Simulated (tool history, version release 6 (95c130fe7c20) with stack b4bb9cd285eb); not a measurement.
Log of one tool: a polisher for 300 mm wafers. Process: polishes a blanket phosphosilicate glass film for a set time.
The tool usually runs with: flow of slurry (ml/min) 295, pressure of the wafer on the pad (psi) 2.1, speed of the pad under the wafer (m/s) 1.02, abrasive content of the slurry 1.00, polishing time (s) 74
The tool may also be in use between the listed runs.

run,day,flow of slurry (ml/min),pressure of the wafer on the pad (psi),speed of the pad under the wafer (m/s),abrasive content of the slurry,polishing time (s),"incoming thickness of the incoming film, nm",film removed (nm)
1,0.000,245,2.1,1.02,1.00,74,1841.2,348.7
2,0.658,245,2.1,1.02,1.00,74,1825.6,340.3
3,1.633,295,2.1,1.02,1.00,74,1842.7,347.9
4,2.400,295,2.1,1.02,1.00,74,1844.3,350.8
# day 2.612: worn pad replaced by a new one
5,3.833,295,2.1,1.02,1.00,74,1850.0,352.0
6,5.238,295,2.1,1.02,1.00,74,1882.4,345.7
7,6.200,295,2.1,1.02,1.00,74,1852.1,357.1
# day 6.433: conditioning disc replaced and pad reconditioned
# day 7.138: slurry blender recalibrated
# day 7.354: slurry nozzle cleaned
8,7.492,360,2.1,0.94,1.00,74,1828.7,320.4
# day 8.675: worn pad replaced by a new one
9,8.979,295,2.1,0.76,1.00,87,1846.9,329.8
10,9.921,295,2.1,0.76,1.00,87,1851.4,325.5
11,10.508,295,2.1,0.84,1.00,74,1845.1,297.9
12,11.946,210,2.8,1.02,1.00,52,1845.5,318.1
13,12.533,295,1.5,1.02,1.25,74,1846.2,273.5
# day 13.738: worn pad replaced by a new one
14,13.758,295,2.1,1.02,1.00,74,1845.7,348.5
# day 14.654: slurry blender recalibrated
15,14.675,295,2.1,1.02,1.00,74,1834.0,344.4
16,15.788,295,1.7,1.02,1.00,92,1840.5,351.3
17,16.654,295,2.1,0.84,1.10,74,1858.3,314.1
# day 17.508: slurry nozzle cleaned
18,17.733,295,2.1,1.02,1.00,74,1871.6,352.5
# day 18.108: head pressure recalibrated
# day 18.783: worn pad replaced by a new one
19,18.804,215,2.1,1.02,1.00,82,1852.5,370.4
# day 19.983: conditioning disc replaced and pad reconditioned
20,20.004,355,2.1,1.02,0.80,58,1853.4,254.6
21,20.850,195,2.1,1.02,1.00,74,1839.8,346.1
22,21.612,240,2.4,1.02,1.20,96,1853.6,536.7
# day 22.133: slurry blender recalibrated
23,23.046,295,2.1,1.02,1.00,54,1849.7,252.5
24,23.762,295,2.6,1.02,1.00,51,1876.7,295.5
# day 24.121: worn pad replaced by a new one
25,24.671,295,2.1,1.02,0.90,74,1849.1,336.9

Below are 4 alternative next runs, each starting from the tool's condition after run 25. Predict each:
A,24.692,295,2.1,1.02,1.00,74,1845.4,?
B,24.692,335,2.1,0.70,1.00,74,1845.4,?
C,24.692,295,2.7,1.02,0.80,94,1845.4,?
D,24.692,295,1.6,1.02,1.00,74,1845.4,?

run,film removed (nm)
A,344.4
B,256.8
C,513.2
D,263.1
Stripped of hidden state, with their random variation kept, the same runs would have yielded:
run,film removed (nm)
A,344.4
B,256.8
C,513.2
D,263.1

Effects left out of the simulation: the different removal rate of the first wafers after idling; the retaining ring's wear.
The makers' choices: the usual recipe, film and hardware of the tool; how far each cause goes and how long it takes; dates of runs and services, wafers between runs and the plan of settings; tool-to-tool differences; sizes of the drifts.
